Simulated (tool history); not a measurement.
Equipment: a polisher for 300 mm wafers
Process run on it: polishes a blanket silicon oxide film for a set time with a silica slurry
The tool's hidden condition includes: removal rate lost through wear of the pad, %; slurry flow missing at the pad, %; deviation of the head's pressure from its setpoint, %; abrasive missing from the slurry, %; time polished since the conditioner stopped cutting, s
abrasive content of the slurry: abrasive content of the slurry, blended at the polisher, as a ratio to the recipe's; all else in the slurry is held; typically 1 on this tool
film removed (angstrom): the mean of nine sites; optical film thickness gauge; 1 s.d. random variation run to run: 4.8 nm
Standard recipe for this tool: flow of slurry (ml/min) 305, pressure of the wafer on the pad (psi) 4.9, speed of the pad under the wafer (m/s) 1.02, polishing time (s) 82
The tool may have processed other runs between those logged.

run   hour  flow of slurry (ml/min)  pressure of the wafer on the pad (psi)  speed of the pad under the wafer (m/s)  abrasive content of the slurry  polishing time (s)  wafers since the last listed run  wafers polished on this pad  hours since the slurry nozzle was cleaned  hours since the head pressure was calibrated  hours since the slurry blender was calibrated  hours since the conditioning disc was replaced  incoming thickness of the incoming film, nm  film removed (angstrom)
  1      0                      305                                     4.9                                    1.02                             0.8                  82                                 0                          561                                      433.2                                         889.7                                          279.8                                           137.1                                       1195.7                     2049
  2   11.2                      305                                     4.9                                    1.02                             0.8                  82                               107                          668                                      444.4                                         900.9                                            291                                           148.3                                       1216.6                     2036
  3   26.7                      305                                     4.9                                    1.02                             0.8                  82                               148                          816                                      459.9                                         916.4                                          306.5                                           163.8                                       1212.4                     1971
  4   37.2                      305                                     4.9                                    0.94                               1                  82                               100                          917                                      470.4                                         926.9                                            317                                           174.3                                       1207.6                     2149
  5   51.9                      305                                     4.9                                    1.02                               1                  65                               140                         1057                                      485.1                                         941.6                                          331.7                                             189                                       1201.5                     1766
  6   66.6                      305                                     4.9                                    1.02                               1                  82                               140                         1198                                      499.8                                         956.3                                          346.4                                           203.7                                       1201.4                     2258
      75.5  -- worn pad replaced by a new one
  7   78.8                      305                                     4.9                                    1.02                               1                  82                                78                           31                                        512                                         968.5                                          358.6                                           215.9                                       1211.2                     2111
      88.8  -- head pressure recalibrated
  8   91.2                      305                                     4.9                                    1.02                               1                  82                                99                          130                                      524.4                                           2.4                                            371                                           228.3                                       1180.5                     2203
      94.3  -- conditioning disc replaced and pad reconditioned
  9  117.9                      305                                     4.9                                    1.02                             0.8                  82                               236                          366                                      551.1                                          29.1                                          397.7                                            23.6                                       1193.5                     2121
     126.5  -- slurry blender recalibrated
 10  129.5                      250                                     4.3                                    1.28                               1                  70                                91                          458                                      562.7                                          40.7                                              3                                            35.2                                       1212.4                     2741
     140.6  -- slurry nozzle cleaned
 11  144.5                      305                                     4.9                                    1.34                               1                  82                               133                          592                                        3.9                                          55.7                                             18                                            50.2                                       1193.2                     3575
 12  151.2                      305                                     4.9                                    1.02                               1                  55                                64                          656                                       10.6                                          62.4                                           24.7                                            56.9                                       1224.8                     1969
 13  163.3                      305                                     5.5                                    1.02                             0.8                  82                               115                          771                                       22.7                                          74.5                                           36.8                                              69                                       1181.3                     2761
 14  177.5                      240                                     4.4                                    1.02                               1                  82                               135                          907                                       36.9                                          88.7                                             51                                            83.2                                       1202.9                     2568
 15  184.7                      305                                     5.4                                    1.02                               1                  62                                68                          976                                       44.1                                          95.9                                           58.2                                            90.4                                       1220.3                     2183
     192.4  -- worn pad replaced by a new one
 16  193.5                      305                                     3.3                                    1.02                               1                  82                                45                           10                                       52.9                                         104.7                                             67                                            99.2                                       1211.3                     2161

How the hidden state differs across the entries between the runs, from the last listed run before each to the first after it:
Between runs 6 and 7: worn pad replaced by a new one (hour 75.5)
  abrasive missing from the slurry, %: 34.4 -> 34.7; time polished since the conditioner stopped cutting, s: 210 -> 221
  the result without the hidden state subtracted from the measured one, film removed (angstrom): -1173 -> -1131
Between runs 7 and 8: head pressure recalibrated (hour 88.8)
  abrasive missing from the slurry, %: 34.7 -> 35; time polished since the conditioner stopped cutting, s: 221 -> 233
  the result without the hidden state subtracted from the measured one, film removed (angstrom): -1131 -> -1214
Between runs 8 and 9: conditioning disc replaced and pad reconditioned (hour 94.3)
  abrasive missing from the slurry, %: 35 -> 35.5; time polished since the conditioner stopped cutting, s: 233 -> 42.6
  the result without the hidden state subtracted from the measured one, film removed (angstrom): -1214 -> -843
Between runs 9 and 10: slurry blender recalibrated (hour 126.5)
  abrasive missing from the slurry, %: 35.5 -> 6.07; time polished since the conditioner stopped cutting, s: 42.6 -> 53.1
  the result without the hidden state subtracted from the measured one, film removed (angstrom): -843 -> -251
Between runs 10 and 11: slurry nozzle cleaned (hour 140.6)
  abrasive missing from the slurry, %: 6.07 -> 9.51; time polished since the conditioner stopped cutting, s: 53.1 -> 66.8
  the result without the hidden state subtracted from the measured one, film removed (angstrom): -251 -> -493
Between runs 15 and 16: worn pad replaced by a new one (hour 192.4)
  abrasive missing from the slurry, %: 17.2 -> 18.6; time polished since the conditioner stopped cutting, s: 103 -> 111
  the result without the hidden state subtracted from the measured one, film removed (angstrom): -479 -> -455
